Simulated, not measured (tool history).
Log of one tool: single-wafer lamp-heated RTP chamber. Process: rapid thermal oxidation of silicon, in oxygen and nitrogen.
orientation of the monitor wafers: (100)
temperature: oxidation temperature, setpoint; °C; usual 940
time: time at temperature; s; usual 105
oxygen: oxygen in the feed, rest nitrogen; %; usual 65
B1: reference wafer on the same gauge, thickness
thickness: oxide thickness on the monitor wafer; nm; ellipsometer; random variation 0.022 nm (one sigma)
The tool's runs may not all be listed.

Run 1, day 0: usual settings; B1 4.184. Result: thickness 4.383 nm.
Run 2, day 3.708: usual settings; B1 4.176. Result: thickness 4.364 nm.
At day 5.321: pyrometer window cleaned and pyrometer calibrated.
Run 3, day 7.254: usual settings; B1 4.193. Result: thickness 4.386 nm.
Run 4, day 11.683: usual settings; B1 4.176. Result: thickness 4.383 nm.
Run 5, day 15.404: usual settings; B1 4.182. Result: thickness 4.372 nm.
Run 6, day 19.504: usual settings but oxygen 58 %; B1 4.182. Result: thickness 4.264 nm.
Run 7, day 22.1: usual settings; B1 4.177. Result: thickness 4.337 nm.
At day 22.554: pyrometer window cleaned and pyrometer calibrated.
Run 8, day 31.729: usual settings; B1 4.176. Result: thickness 4.378 nm.
At day 32.625: oxygen flow controller replaced.
Run 9, day 36.092: usual settings but oxygen 71 %; B1 4.176. Result: thickness 4.522 nm.
Run 10, day 39.717: usual settings but oxygen 71 %; B1 4.187. Result: thickness 4.504 nm.
At day 41.729: pyrometer window cleaned and pyrometer calibrated.
Run 11, day 42.067: usual settings but temperature 917 °C, time 87 s; B1 4.174. Result: thickness 3.519 nm.
At day 42.808: gauge calibrated.
Run 12, day 45.425: usual settings; B1 4.178. Result: thickness 4.399 nm.
Run 13, day 49.412: usual settings but temperature 930 °C, time 62 s; B1 4.178. Result: thickness 3.416 nm.
Run 14, day 53.225: usual settings but temperature 910 °C, time 53 s, oxygen 44 %; B1 4.179. Result: thickness 2.763 nm.
Run 15, day 55.35: usual settings but temperature 958 °C; B1 4.177. Result: thickness 4.974 nm.
Run 16, day 58.483: usual settings but temperature 965 °C, time 64 s, oxygen 51 %; B1 4.183. Result: thickness 3.951 nm.
At day 59.588: pyrometer window cleaned and pyrometer calibrated.
Run 17, day 62.1: usual settings but temperature 968 °C, time 119 s; B1 4.173. Result: thickness 5.674 nm.
Run 18, day 64.175: usual settings but temperature 915 °C, time 152 s; B1 4.179. Result: thickness 4.199 nm.
Run 19, day 68.583: usual settings; B1 4.183. Result: thickness 4.372 nm.

Run 20 comes next. What will it give?
Run 20, day 70.158: usual settings but oxygen 76 %; B1 ?. Result: thickness ?.

{"run 20": {"B1": 4.169, "thickness": 4.573}}
Without the tool's hidden state the same run would have given thickness 4.573 nm.
